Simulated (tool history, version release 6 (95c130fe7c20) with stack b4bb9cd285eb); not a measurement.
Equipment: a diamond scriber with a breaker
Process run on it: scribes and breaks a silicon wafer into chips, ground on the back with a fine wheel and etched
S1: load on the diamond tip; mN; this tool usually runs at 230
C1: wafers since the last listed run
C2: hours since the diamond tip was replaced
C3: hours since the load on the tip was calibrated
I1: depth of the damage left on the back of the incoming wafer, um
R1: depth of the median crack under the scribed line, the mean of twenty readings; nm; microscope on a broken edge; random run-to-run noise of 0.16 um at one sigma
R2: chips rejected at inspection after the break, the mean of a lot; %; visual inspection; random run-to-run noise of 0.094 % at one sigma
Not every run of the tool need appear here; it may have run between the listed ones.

run,hour,S1,C1,C2,C3,I1,R1,R2
1,0.0,230,0,982.5,273.4,0.44,11030,2.01
2,67.8,230,196,1050.3,341.2,0.65,10550,2.43
# hour 81.6: diamond tip replaced by a new one
3,105.6,230,103,24.0,379.0,0.50,10640,2.40
4,137.6,230,92,56.0,411.0,0.63,10300,2.20
5,176.8,210,113,95.2,450.2,0.30,10320,1.51
6,244.0,210,194,162.4,517.4,0.73,9950,1.49
# hour 251.5: load on the tip recalibrated
7,292.7,210,135,211.1,41.2,0.49,9650,1.61
8,320.2,230,79,238.6,68.7,0.55,10260,1.28
9,371.8,230,149,290.2,120.3,0.46,10090,1.54
10,428.3,230,163,346.7,176.8,0.49,10370,1.90
11,489.9,230,178,408.3,238.4,0.72,10410,2.10
12,558.7,230,199,477.1,307.2,0.50,10600,1.94
13,620.8,230,180,539.2,369.3,0.52,10440,2.04
14,657.5,271,106,575.9,406.0,0.72,11530,6.09
15,793.6,271,394,712.0,542.1,0.69,11760,6.89
# hour 805.8: load on the tip recalibrated
16,824.4,264,83,742.8,18.6,0.51,10840,2.77
17,859.1,230,100,777.5,53.3,0.50,10260,1.31
18,905.5,230,134,823.9,99.7,0.57,10470,1.64
19,944.5,200,113,862.9,138.7,0.39,9850,1.56
20,997.3,200,153,915.7,191.5,0.44,9660,1.37
21,1059.1,256,179,977.5,253.3,0.59,11210,4.89
# hour 1101.0: diamond tip replaced by a new one
22,1104.3,290,125,3.3,298.5,0.79,12030,8.58
23,1160.2,230,162,59.2,354.4,0.78,10470,2.29
# hour 1279.1: load on the tip recalibrated
24,1314.2,163,441,213.2,35.1,0.67,8310,6.66
25,1382.6,278,198,281.6,103.5,0.35,11270,6.53
26,1427.1,283,129,326.1,148.0,0.46,11660,8.80
27,1480.9,230,156,379.9,201.8,0.79,10600,1.98
28,1519.6,277,112,418.6,240.5,0.60,11900,6.89
29,1559.8,212,116,458.8,280.7,0.30,10290,1.51
30,1607.2,169,137,506.2,328.1,0.77,9030,3.02
31,1655.7,250,140,554.7,376.6,0.70,11450,4.09
# hour 1745.5: load on the tip recalibrated
32,1800.4,230,414,699.4,54.9,0.52,10370,1.51
33,1863.2,230,182,762.2,117.7,0.54,10400,1.94
34,1895.7,284,94,794.7,150.2,0.38,11970,7.41
35,1935.5,165,115,834.5,190.0,0.69,8890,4.76
36,1999.6,175,185,898.6,254.1,0.44,8850,2.38
37,2034.8,230,102,933.8,289.3,0.73,10410,2.25
38,2094.5,184,173,993.5,349.0,0.38,9110,1.70
39,2133.4,181,112,1032.4,387.9,0.79,9230,1.96
40,2175.3,167,121,1074.3,429.8,0.59,9180,3.33

Alternative continuations, all from the tool just after run 40; predict every row:
A,2175.9,230,1,1074.9,430.4,0.79,?,?
B,2175.9,292,1,1074.9,430.4,0.79,?,?
C,2175.9,190,1,1074.9,430.4,0.79,?,?
D,2175.9,198,1,1074.9,430.4,0.79,?,?

run,R1,R2
A,10510,2.89
B,12020,11.83
C,9480,1.59
D,9690,1.43
What these runs would have given with no unlogged condition in the tool:
run,R1,R2
A,9730,1.43
B,11120,5.71
C,8770,4.02
D,8970,3.04

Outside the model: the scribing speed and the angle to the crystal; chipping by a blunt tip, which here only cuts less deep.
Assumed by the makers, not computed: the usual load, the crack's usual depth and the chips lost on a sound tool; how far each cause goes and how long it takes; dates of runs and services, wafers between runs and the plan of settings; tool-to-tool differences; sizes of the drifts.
